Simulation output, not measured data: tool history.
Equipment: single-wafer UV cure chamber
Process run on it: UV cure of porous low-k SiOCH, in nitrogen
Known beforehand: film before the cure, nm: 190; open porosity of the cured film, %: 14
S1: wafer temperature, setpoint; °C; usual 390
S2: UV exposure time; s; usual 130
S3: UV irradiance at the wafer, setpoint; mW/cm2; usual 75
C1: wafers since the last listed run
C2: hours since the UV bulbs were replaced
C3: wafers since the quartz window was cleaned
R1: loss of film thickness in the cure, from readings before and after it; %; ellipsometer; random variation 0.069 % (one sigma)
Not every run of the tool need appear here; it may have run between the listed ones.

run     day   S1   S2  S3   C1      C2    C3     R1
  1   0.000  390  130  75    0  1943.2   442  5.684
  2   1.208  390  130  75  232  1972.2   674  5.433
  3   2.425  390  130  75  234  2001.4   909  5.462
  4   3.621  390  130  75  230  2030.1  1139  5.198
  5   5.033  390  130  75  272  2064.0  1411  5.156
  6   5.733  390  130  75  134  2080.8  1546  5.132
  7   6.771  390  130  99  199  2105.7  1746  6.053
      7.842  -- UV bulbs replaced
  8   7.950  390  130  99  162     2.6  1908  7.914
  9   9.317  390  205  86  263    35.4  2172  8.938
 10  10.442  405  170  59  216    62.4  2388  7.239
     11.567  -- quartz window cleaned
 11  11.817  390  130  75  200    95.4    48  7.380
 12  12.642  390  165  92  158   115.2   207  8.935
 13  13.925  406  130  55  247   146.0   454  6.218
 14  14.438  405  100  75   98   158.3   553  6.312
 15  14.988  401  130  75  105   171.5   658  7.215
 16  16.012  398  170  75  197   196.1   856  8.102

For each entry between runs, how does the tool's hidden state at the last listed run before it compare with that at the first listed run after it?
From run 7 to run 8: UV bulbs replaced (day 7.842)
  lamp output below its setpoint, %: 41.2 -> 2.8; transmission lost against a clean window, %: 13.7 -> 14.1
  measured minus no-state result, R1: -2.631 -> -0.725 %
From run 10 to run 11: quartz window cleaned (day 11.567)
  lamp output below its setpoint, %: 2.84 -> 2.88; transmission lost against a clean window, %: 14.7 -> 1.28
  measured minus no-state result, R1: -0.742 -> -0.164 %
